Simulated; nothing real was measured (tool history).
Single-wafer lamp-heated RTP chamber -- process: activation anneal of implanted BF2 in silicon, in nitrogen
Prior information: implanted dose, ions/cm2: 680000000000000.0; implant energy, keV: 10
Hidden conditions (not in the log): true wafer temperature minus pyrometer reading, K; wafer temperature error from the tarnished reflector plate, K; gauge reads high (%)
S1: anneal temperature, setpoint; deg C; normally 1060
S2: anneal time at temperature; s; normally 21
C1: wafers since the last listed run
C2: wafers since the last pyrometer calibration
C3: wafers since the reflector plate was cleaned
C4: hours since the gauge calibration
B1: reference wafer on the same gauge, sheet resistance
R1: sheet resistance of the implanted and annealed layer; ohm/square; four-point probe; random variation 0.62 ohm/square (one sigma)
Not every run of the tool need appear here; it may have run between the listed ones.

run,hour,S1,S2,C1,C2,C3,C4,B1,R1
1,0.0,1060,21,0,3158,4813,104.0,174.01,209.05
# hour 10.7: pyrometer window cleaned and pyrometer calibrated
2,29.8,1060,21,388,341,5202,133.8,174.12,209.56
3,107.2,1060,21,1380,1722,6583,211.2,173.83,209.02
4,132.8,1052,16,456,2178,7040,236.8,173.92,223.89
# hour 166.8: pyrometer window cleaned and pyrometer calibrated
# hour 175.2: reflector plate cleaned
5,175.7,1052,16,479,16,8,279.7,174.00,228.45
6,192.4,1052,16,297,314,306,296.4,173.98,227.81
7,222.3,1060,21,533,847,839,326.3,174.04,211.59
8,236.3,1047,24,249,1097,1089,340.3,174.09,219.37
9,248.7,1060,21,221,1318,1310,352.7,173.95,211.08
10,275.2,1060,21,472,1791,1783,379.2,174.20,210.26
11,306.5,1060,14,558,2349,2341,410.5,173.91,221.26
12,320.7,1060,21,253,2602,2595,424.7,174.05,211.13
# hour 330.1: pyrometer window cleaned and pyrometer calibrated
13,340.7,1060,14,214,189,2809,444.7,173.74,221.02
14,380.0,1083,14,701,890,3510,484.0,174.04,202.74
# hour 400.4: gauge calibrated
15,402.5,1032,29,401,1292,3911,2.1,174.01,228.73
16,433.9,1039,26,560,1852,4471,33.5,174.11,222.69
17,466.9,1050,14,588,2440,5060,66.5,174.04,230.49
18,489.2,1060,21,397,2838,5458,88.8,173.96,209.80
# hour 509.8: pyrometer window cleaned and pyrometer calibrated
19,518.7,1085,21,383,159,5841,118.3,173.99,194.06
20,544.8,1089,24,465,624,6307,144.4,173.98,191.51

Each row is a separate what-if for the run after 20, all from the same tool condition, not one after another. Results?
A,545.2,1060,31,7,631,6314,144.8,?,?
B,545.2,1060,9,7,631,6314,144.8,?,?
C,545.2,1068,17,7,631,6314,144.8,?,?

run,B1,R1
A,174.06,199.62
B,174.06,233.52
C,174.06,208.10
Without the tool's hidden state the same runs would have given:
run,R1
A,202.47
B,238.10
C,211.40
